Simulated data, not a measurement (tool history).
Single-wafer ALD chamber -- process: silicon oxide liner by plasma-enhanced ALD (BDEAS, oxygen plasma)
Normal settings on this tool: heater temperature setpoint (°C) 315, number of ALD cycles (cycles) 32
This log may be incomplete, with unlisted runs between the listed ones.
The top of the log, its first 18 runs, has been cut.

run,hour,heater temperature setpoint (°C),number of ALD cycles (cycles),wafers since the last listed run,hours since the last thermocouple change,hours since the gauge calibration,"read-back reference wafer on the same gauge, thickness_nm",mean film thickness on the monitor wafer (angstrom)
# hour 1511.2: gauge calibrated
19,1556.8,329,34,897,1901.6,45.6,2.282,28.28
20,1609.9,300,34,531,1954.7,98.7,2.281,30.04
21,1893.9,315,38,2840,2238.7,382.7,2.279,32.51
22,1952.8,304,32,589,2297.6,441.6,2.283,27.73
23,2003.8,304,35,510,2348.6,492.6,2.282,30.42
# hour 2082.9: thermocouple changed; heater temperature recalibrated
24,2102.6,309,29,908,19.7,591.4,2.277,25.07
25,2154.7,315,32,521,71.8,643.5,2.281,27.44
26,2217.9,315,32,632,135,706.7,2.278,27.28
27,2307.3,315,32,894,224.4,796.1,2.279,27.49
28,2386.4,307,32,791,303.5,875.2,2.279,27.84
29,2450.7,315,36,643,367.8,939.5,2.276,30.75
30,2547,306,38,963,464.1,1035.8,2.279,32.94
31,2645.3,315,32,983,562.4,1134.1,2.281,27.41
32,2720.4,325,34,751,637.5,1209.2,2.277,28.61
33,2757.9,315,32,375,675,1246.7,2.282,27.22
34,2817.6,315,32,597,734.7,1306.4,2.278,27.35
35,2873.8,315,27,562,790.9,1362.6,2.281,23.11
36,2956.9,324,27,831,874,1445.7,2.277,22.72

3 ways to go on from here, each from the tool as it stands after run 36. What would each give?
A,2957.3,303,32,4,874.4,1446.1,?,?
B,2957.3,327,32,4,874.4,1446.1,?,?
C,2957.3,319,38,4,874.4,1446.1,?,?

run,"read-back reference wafer on the same gauge, thickness_nm",mean film thickness on the monitor wafer (angstrom)
A,2.279,27.89
B,2.279,26.82
C,2.279,32.27
Take away the tool's hidden state, keep each run's random variation, and the runs would have read:
run,mean film thickness on the monitor wafer (angstrom)
A,27.89
B,26.82
C,32.27
